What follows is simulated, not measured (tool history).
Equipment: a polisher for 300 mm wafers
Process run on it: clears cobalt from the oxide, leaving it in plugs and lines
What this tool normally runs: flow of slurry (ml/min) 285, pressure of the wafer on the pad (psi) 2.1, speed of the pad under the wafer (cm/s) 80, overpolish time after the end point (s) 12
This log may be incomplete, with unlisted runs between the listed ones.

| run | hour | flow of slurry (ml/min) | pressure of the wafer on the pad (psi) | speed of the pad under the wafer (cm/s) | overpolish time after the end point (s) | incoming thickness of the incoming film, nm | time until the end point was called (s) |
|---|---|---|---|---|---|---|---|
| 1 | 0 | 285 | 2.1 | 80 | 12 | 287.5 | 69.6 |
|  | 81.7 | worn pad replaced by a new one |
| 2 | 103.2 | 285 | 2.1 | 80 | 12 | 291.3 | 69.5 |
|  | 151.7 | head pressure recalibrated |
| 3 | 185.7 | 285 | 2.1 | 80 | 12 | 285.9 | 68.7 |
| 4 | 248.5 | 285 | 2.1 | 80 | 12 | 291.3 | 68.6 |
|  | 270.5 | slurry nozzle cleaned |
| 5 | 304.8 | 285 | 2.1 | 80 | 12 | 290.9 | 66.4 |
| 6 | 360 | 285 | 2.1 | 80 | 12 | 286.9 | 67.1 |
| 7 | 451.7 | 285 | 2.1 | 80 | 12 | 290.5 | 68.3 |
| 8 | 501.8 | 285 | 2.1 | 80 | 12 | 291.6 | 67.1 |
| 9 | 549.7 | 285 | 2.1 | 80 | 16 | 288.4 | 67.5 |
| 10 | 585.8 | 285 | 2.1 | 80 | 12 | 289.8 | 68.5 |
| 11 | 625.5 | 285 | 2.1 | 80 | 12 | 293.5 | 69.2 |
| 12 | 674.6 | 285 | 2.5 | 80 | 12 | 287.3 | 57 |
|  | 704.9 | worn pad replaced by a new one |
| 13 | 763.3 | 285 | 2.1 | 80 | 12 | 291.7 | 70.4 |
| 14 | 799.4 | 285 | 2.1 | 72 | 19 | 286.8 | 73.3 |
| 15 | 878.7 | 205 | 1.9 | 66 | 17 | 290.8 | 90.9 |
|  | 918.5 | slurry nozzle cleaned |
| 16 | 974.4 | 370 | 2.1 | 106 | 6 | 291.9 | 54 |
|  | 1033.5 | head pressure recalibrated |
| 17 | 1041.2 | 315 | 2.1 | 56 | 7 | 295.1 | 89 |
| 18 | 1313.9 | 250 | 2.4 | 80 | 9 | 291.5 | 63.2 |
| 19 | 1356.2 | 370 | 2.1 | 80 | 15 | 288.3 | 64.3 |
|  | 1403.9 | worn pad replaced by a new one |
| 20 | 1440.9 | 225 | 2.1 | 92 | 12 | 289.9 | 63.8 |
| 21 | 1491.4 | 285 | 2.1 | 80 | 12 | 292.8 | 70.2 |
| 22 | 1563.1 | 320 | 2.3 | 80 | 12 | 291.7 | 61.8 |
| 23 | 1657 | 285 | 2.1 | 80 | 12 | 288.3 | 68.2 |
| 24 | 1699.2 | 285 | 1.5 | 72 | 8 | 290.9 | 104.9 |
|  | 1703.9 | slurry nozzle cleaned |
| 25 | 1737.5 | 355 | 1.9 | 52 | 16 | 293 | 100.5 |
|  | 1789.8 | head pressure recalibrated |
| 26 | 1836 | 190 | 1.6 | 80 | 7 | 290.2 | 94.8 |
| 27 | 1900.4 | 250 | 2.1 | 80 | 12 | 288.1 | 67.4 |
| 28 | 1938.9 | 285 | 1.8 | 60 | 12 | 293.7 | 100.9 |
|  | 2017.4 | worn pad replaced by a new one |
| 29 | 2068.3 | 320 | 2.3 | 80 | 12 | 288.1 | 60.8 |
| 30 | 2168.1 | 285 | 2.1 | 80 | 12 | 291 | 69.5 |
| 31 | 2231.8 | 285 | 1.9 | 96 | 12 | 287.4 | 65.5 |
| 32 | 2323.9 | 285 | 2.1 | 80 | 12 | 287.8 | 67.9 |
| 33 | 2392.5 | 285 | 2.4 | 80 | 12 | 295.6 | 60.1 |
|  | 2429.3 | slurry nozzle cleaned |
| 34 | 2444.1 | 285 | 2.7 | 90 | 8 | 287.1 | 48.6 |
| 35 | 2480.1 | 205 | 1.9 | 66 | 17 | 289.7 | 88.7 |

Exercise: give the hidden state of the tool at every run:
removal rate lost through wear of the pad, %: 0 in every run
slurry flow missing at the pad, %: 0 in every run
deviation of the head's pressure from its setpoint, %: 0 in every run
